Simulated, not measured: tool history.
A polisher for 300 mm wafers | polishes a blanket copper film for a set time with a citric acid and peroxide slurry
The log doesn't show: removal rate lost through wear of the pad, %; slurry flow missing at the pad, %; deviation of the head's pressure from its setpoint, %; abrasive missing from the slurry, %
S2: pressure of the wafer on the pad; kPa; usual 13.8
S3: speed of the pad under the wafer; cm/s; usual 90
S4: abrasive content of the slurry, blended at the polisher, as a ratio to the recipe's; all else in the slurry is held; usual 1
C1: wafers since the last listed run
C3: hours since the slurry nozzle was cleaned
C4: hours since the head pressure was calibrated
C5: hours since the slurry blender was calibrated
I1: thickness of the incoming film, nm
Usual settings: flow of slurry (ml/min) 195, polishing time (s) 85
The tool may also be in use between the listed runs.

Run 1, hour 0.0: usual settings but polishing time (s) 79; C1 0; wafers polished on this pad 573; C3 273.8; C4 512.8; C5 348.2; I1 599.4. Result: film removed (Å) 1088.
Run 2, hour 6.8: usual settings but polishing time (s) 79; C1 39; wafers polished on this pad 612; C3 280.6; C4 519.6; C5 355.0; I1 610.6. Result: film removed (Å) 1087.
Run 3, hour 23.7: usual settings but polishing time (s) 79; C1 98; wafers polished on this pad 710; C3 297.5; C4 536.5; C5 371.9; I1 591.9. Result: film removed (Å) 1088.
Run 4, hour 38.1: usual settings; C1 83; wafers polished on this pad 794; C3 311.9; C4 550.9; C5 386.3; I1 612.3. Result: film removed (Å) 1162.
Run 5, hour 46.9: usual settings; C1 51; wafers polished on this pad 845; C3 320.7; C4 559.7; C5 395.1; I1 591.0. Result: film removed (Å) 1167.
Run 6, hour 55.1: usual settings; C1 47; wafers polished on this pad 892; C3 328.9; C4 567.9; C5 403.3; I1 598.4. Result: film removed (Å) 1159.
Run 7, hour 70.1: usual settings but polishing time (s) 96; C1 87; wafers polished on this pad 980; C3 343.9; C4 582.9; C5 418.3; I1 600.1. Result: film removed (Å) 1291.
Run 8, hour 84.8: usual settings but flow of slurry (ml/min) 250, S3 118 cm/s, polishing time (s) 108; C1 85; wafers polished on this pad 1065; C3 358.6; C4 597.6; C5 433.0; I1 591.6. Result: film removed (Å) 1945.
At hour 90.4: slurry nozzle cleaned.
Run 9, hour 101.6: usual settings but S2 12.4 kPa; C1 91; wafers polished on this pad 1156; C3 11.2; C4 614.4; C5 449.8; I1 605.1. Result: film removed (Å) 1020.
Run 10, hour 117.3: usual settings but flow of slurry (ml/min) 235; C1 91; wafers polished on this pad 1248; C3 26.9; C4 630.1; C5 465.5; I1 610.6. Result: film removed (Å) 1151.
Run 11, hour 128.5: usual settings but S3 74 cm/s, polishing time (s) 69; C1 64; wafers polished on this pad 1313; C3 38.1; C4 641.3; C5 476.7; I1 599.7. Result: film removed (Å) 736.
At hour 132.0: slurry blender recalibrated.
Run 12, hour 140.0: usual settings but flow of slurry (ml/min) 235, S3 122 cm/s, polishing time (s) 55; C1 55; wafers polished on this pad 1368; C3 49.6; C4 652.8; C5 8.0; I1 603.9. Result: film removed (Å) 1222.
At hour 157.0: worn pad replaced by a new one.
At hour 157.7: head pressure recalibrated.
Run 13, hour 180.9: usual settings but flow of slurry (ml/min) 235, S2 11.0 kPa, polishing time (s) 102; C1 209; wafers polished on this pad 134; C3 90.5; C4 23.2; C5 48.9; I1 596.7. Result: film removed (Å) 1326.
Run 14, hour 189.5: usual settings but polishing time (s) 63; C1 49; wafers polished on this pad 184; C3 99.1; C4 31.8; C5 57.5; I1 591.3. Result: film removed (Å) 953.

Run 15 comes next. What will it give?
Run 15, hour 197.2: usual settings but S3 74 cm/s, polishing time (s) 69; C1 44; wafers polished on this pad 229; C3 106.8; C4 39.5; C5 65.2; I1 599.2. Result: film removed (Å) ?.

film removed (Å): 894
Without the tool's hidden state the same run would have given film removed (Å) 912.

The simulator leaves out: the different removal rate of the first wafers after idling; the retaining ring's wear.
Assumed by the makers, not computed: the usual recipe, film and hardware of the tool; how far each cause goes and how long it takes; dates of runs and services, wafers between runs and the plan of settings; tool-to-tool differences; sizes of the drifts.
